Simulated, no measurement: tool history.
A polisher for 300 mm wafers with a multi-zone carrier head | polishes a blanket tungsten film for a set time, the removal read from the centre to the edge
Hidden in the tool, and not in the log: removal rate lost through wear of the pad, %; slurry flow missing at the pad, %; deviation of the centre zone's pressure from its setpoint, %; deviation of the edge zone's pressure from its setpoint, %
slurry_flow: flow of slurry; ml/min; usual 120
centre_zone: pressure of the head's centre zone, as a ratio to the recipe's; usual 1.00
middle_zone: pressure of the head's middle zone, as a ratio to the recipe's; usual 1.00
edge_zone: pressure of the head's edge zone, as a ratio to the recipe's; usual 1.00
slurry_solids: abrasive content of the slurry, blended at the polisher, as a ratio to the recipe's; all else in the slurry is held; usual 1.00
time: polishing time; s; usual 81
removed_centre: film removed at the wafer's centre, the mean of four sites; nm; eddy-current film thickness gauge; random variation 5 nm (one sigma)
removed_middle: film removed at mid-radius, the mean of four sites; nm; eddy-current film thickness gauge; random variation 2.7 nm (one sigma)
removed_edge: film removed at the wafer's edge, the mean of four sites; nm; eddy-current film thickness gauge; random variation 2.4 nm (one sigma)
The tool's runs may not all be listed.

run,hour,slurry_flow,centre_zone,middle_zone,edge_zone,slurry_solids,time,wafers since the last listed run,wafers polished on this pad,hours since the slurry nozzle was cleaned,hours since the centre zone pressure was calibrated,hours since the edge zone pressure was calibrated,hours since the carrier head's membrane was replaced,"incoming thickness of the incoming film, nm",removed_centre,removed_middle,removed_edge
1,0.0,120,1.00,1.00,1.00,1.00,81,0,1289,107.1,110.7,1314.0,1138.3,1122.1,331.4,343.8,351.8
2,71.0,120,1.00,0.91,1.00,1.00,81,368,1658,178.1,181.7,1385.0,1209.3,1133.1,315.4,310.7,346.5
# hour 84.5: worn pad replaced by a new one
3,128.7,120,1.00,0.91,1.00,1.00,81,279,229,235.8,239.4,1442.7,1267.0,1110.3,310.0,304.2,340.6
4,155.2,120,1.00,0.92,1.00,1.00,81,137,367,262.3,265.9,1469.2,1293.5,1102.4,297.3,302.9,344.8
5,219.6,120,1.00,1.00,1.00,1.00,81,334,702,326.7,330.3,1533.6,1357.9,1134.4,290.7,321.9,338.1
# hour 255.7: slurry nozzle cleaned
6,263.1,120,1.00,1.00,1.00,1.00,105,220,923,7.4,373.8,1577.1,1401.4,1105.6,436.1,473.9,475.5
7,324.4,120,1.00,1.00,1.00,1.00,81,318,1241,68.7,435.1,1638.4,1462.7,1123.6,318.1,351.2,362.9
# hour 336.0: edge zone pressure recalibrated
8,380.0,120,1.00,1.00,1.00,1.00,81,278,1520,124.3,490.7,44.0,1518.3,1136.5,302.2,345.3,354.8
# hour 388.6: centre zone pressure recalibrated
# hour 394.8: worn pad replaced by a new one
9,410.3,120,1.03,1.00,0.89,0.75,81,126,80,154.6,21.7,74.3,1548.6,1108.9,304.8,307.0,305.3
10,455.1,120,1.00,1.00,0.91,1.00,81,232,313,199.4,66.5,119.1,1593.4,1115.8,314.5,332.6,328.2
# hour 509.6: carrier head's membrane replaced by a new one
11,518.5,160,0.94,1.00,1.10,0.85,81,303,616,262.8,129.9,182.5,8.9,1128.6,305.5,334.4,357.5
12,584.3,120,1.00,1.05,1.00,1.00,81,341,958,328.6,195.7,248.3,74.7,1139.3,296.3,338.7,341.9
# hour 626.6: slurry nozzle cleaned
13,638.8,120,1.00,1.00,1.00,1.00,81,278,1236,12.2,250.2,302.8,129.2,1126.9,343.1,358.0,365.4
# hour 667.7: worn pad replaced by a new one
14,679.7,120,1.06,1.00,0.96,1.00,81,191,62,53.1,291.1,343.7,170.1,1114.6,339.8,352.9,352.8
15,751.4,105,1.00,1.00,1.00,1.10,81,372,435,124.8,362.8,415.4,241.8,1141.0,303.1,332.4,347.4
16,808.1,120,1.00,1.00,1.00,1.00,81,294,729,181.5,419.5,472.1,298.5,1121.1,294.7,328.2,347.2
17,854.9,120,0.94,1.00,1.00,1.00,81,243,972,228.3,466.3,518.9,345.3,1132.5,270.9,321.7,337.9
18,887.8,120,1.00,0.92,1.00,1.00,81,170,1143,261.2,499.2,551.8,378.2,1117.3,273.9,301.5,339.4
19,918.2,120,1.00,1.00,1.00,1.00,81,157,1301,291.6,529.6,582.2,408.6,1135.6,284.4,319.0,338.2
# hour 953.7: centre zone pressure recalibrated
20,977.0,120,0.88,1.00,1.00,1.00,81,295,1597,350.4,23.3,641.0,467.4,1108.3,268.1,318.5,333.5
# hour 1006.7: worn pad replaced by a new one
21,1021.7,90,1.00,1.00,1.00,0.75,81,211,77,395.1,68.0,685.7,512.1,1104.3,239.9,258.3,285.7
# hour 1046.0: slurry nozzle cleaned
22,1055.8,120,1.11,1.00,1.00,0.85,81,172,249,9.8,102.1,719.8,546.2,1124.5,374.0,341.2,345.5

3 ways to go on from here, each from the tool as it stands after run 22. What would each give?
A,1056.3,120,1.12,1.00,1.00,1.00,81,2,252,10.3,102.6,720.3,546.7,1119.1,?,?,?
B,1056.3,120,0.95,1.00,1.00,1.00,91,2,252,10.3,102.6,720.3,546.7,1119.1,?,?,?
C,1056.3,120,1.10,1.09,0.92,0.85,81,2,252,10.3,102.6,720.3,546.7,1119.1,?,?,?

run,removed_centre,removed_middle,removed_edge
A,387.4,360.4,365.5
B,374.9,405.2,410.6
C,361.8,364.1,333.0
Without the tool's hidden state the same runs would have given:
run,removed_centre,removed_middle,removed_edge
A,397.7,366.5,369.8
B,384.9,412.1,415.4
C,371.3,370.3,336.9

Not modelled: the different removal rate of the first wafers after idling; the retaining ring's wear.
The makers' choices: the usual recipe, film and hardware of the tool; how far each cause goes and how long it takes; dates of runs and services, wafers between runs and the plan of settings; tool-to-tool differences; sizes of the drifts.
